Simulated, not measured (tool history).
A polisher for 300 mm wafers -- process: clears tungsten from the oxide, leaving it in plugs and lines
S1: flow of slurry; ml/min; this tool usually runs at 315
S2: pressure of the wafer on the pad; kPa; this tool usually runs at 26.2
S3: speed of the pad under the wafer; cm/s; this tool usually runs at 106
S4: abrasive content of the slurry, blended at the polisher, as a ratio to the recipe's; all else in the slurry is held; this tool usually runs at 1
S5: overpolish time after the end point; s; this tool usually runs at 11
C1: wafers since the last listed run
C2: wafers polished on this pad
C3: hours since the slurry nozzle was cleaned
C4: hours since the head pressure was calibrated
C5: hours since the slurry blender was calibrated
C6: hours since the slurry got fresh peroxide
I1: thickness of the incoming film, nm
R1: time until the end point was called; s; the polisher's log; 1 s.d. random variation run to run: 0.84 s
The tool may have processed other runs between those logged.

run,day,S1,S2,S3,S4,S5,C1,C2,C3,C4,C5,C6,I1,R1
1,0,315,26.2,116,1,11,0,578,353.9,1106.6,470,120.8,369.9,65.6
2,2.283,315,26.2,116,1,11,665,1243,408.7,1161.4,524.8,175.6,370.5,66.2
# day 2.546: slurry blender recalibrated
3,4.7,315,26.2,106,1,11,679,1923,466.7,1219.4,51.7,233.6,367.2,72.2
4,7.033,315,26.2,116,1.25,11,679,2602,522.7,1275.4,107.7,289.6,374,63.3
5,9.396,315,26.2,106,1,16,688,3291,579.4,1332.1,164.4,346.3,371,73.1
6,10.554,315,26.2,106,1.2,11,337,3628,607.2,1359.9,192.2,374.1,374.1,71.5
7,12.125,275,19.3,106,1,11,457,4085,644.9,1397.6,229.9,411.8,375.7,105.5
8,13.362,420,26.2,106,1,16,360,4446,674.6,1427.3,259.6,441.5,370.3,76.1
# day 16.083: worn pad replaced by a new one
9,16.104,415,26.2,106,1,11,750,5,740.4,1493.1,325.4,507.3,373.9,70.9
# day 16.267: slurry tank refilled with fresh slurry and peroxide
# day 17.342: head pressure recalibrated
10,17.608,405,26.2,72,1.2,11,401,407,776.5,6.4,361.5,32.2,376.9,99.3
11,19.146,315,26.2,106,1.3,11,447,855,813.4,43.3,398.4,69.1,372.5,65.2
# day 20.192: slurry nozzle cleaned
12,20.583,315,26.2,106,1,11,406,1262,9.4,77.8,432.9,103.6,374.1,72.6
# day 23.088: slurry blender recalibrated
13,23.208,315,31.7,88,1,8,740,2002,72.4,140.8,2.9,166.6,369.8,72.2
14,26.2,315,21.4,72,1.2,14,871,2873,144.2,212.6,74.7,238.4,362.6,122.6
15,28.346,315,26.2,106,1,11,625,3498,195.7,264.1,126.2,289.9,375.5,75.8
16,30.379,315,19.3,106,1,13,592,4090,244.5,312.9,175,338.7,367.2,99.5
17,32.742,400,21.4,126,0.7,11,688,4779,301.2,369.6,231.7,395.4,371.4,88.7
# day 34.958: worn pad replaced by a new one
18,35.583,315,28.3,106,1,13,779,181,369.4,437.8,299.9,463.6,365.9,64.5
19,37.567,315,26.2,106,1,11,577,759,417,485.4,347.5,511.2,366.2,69.6
# day 39.133: slurry tank refilled with fresh slurry and peroxide
20,40.521,275,30.3,106,0.75,6,848,1607,487.9,556.3,418.4,33.3,369.8,68.3
# day 42.588: slurry blender recalibrated
21,47.529,315,26.2,68,1.25,11,2017,3625,656.1,724.5,118.6,201.5,375,109.1
22,49.738,420,22.1,118,0.8,11,643,4268,709.1,777.5,171.6,254.5,370.6,84
23,51.896,315,26.2,106,1,11,628,4896,760.9,829.3,223.4,306.3,369.9,77
# day 53.929: slurry nozzle cleaned
24,54.496,315,26.2,106,1,11,745,5642,13.6,891.7,285.8,368.7,364.7,78.2
25,56.754,315,26.2,106,1,11,657,6299,67.8,945.9,340,422.9,376.7,83.3

Results for each run, recomputed without the tool's hidden state and with each run's random variation untouched:
What the log doesn't record here: removal rate lost through wear of the pad, %; slurry flow missing at the pad, %; deviation of the head's pressure from its setpoint, %; abrasive missing from the slurry, %; peroxide lost from the slurry, %.
run,R1
1,64.7
2,65
3,70.4
4,61.1
5,69.6
6,67.5
7,98.5
8,70.3
9,70.4
10,98.4
11,64.5
12,71.6
13,70.6
14,118.1
15,72
16,93.1
17,81.2
18,64.4
19,69.4
20,67.7
21,104.2
22,78.8
23,70.8
24,69.9
25,72.3

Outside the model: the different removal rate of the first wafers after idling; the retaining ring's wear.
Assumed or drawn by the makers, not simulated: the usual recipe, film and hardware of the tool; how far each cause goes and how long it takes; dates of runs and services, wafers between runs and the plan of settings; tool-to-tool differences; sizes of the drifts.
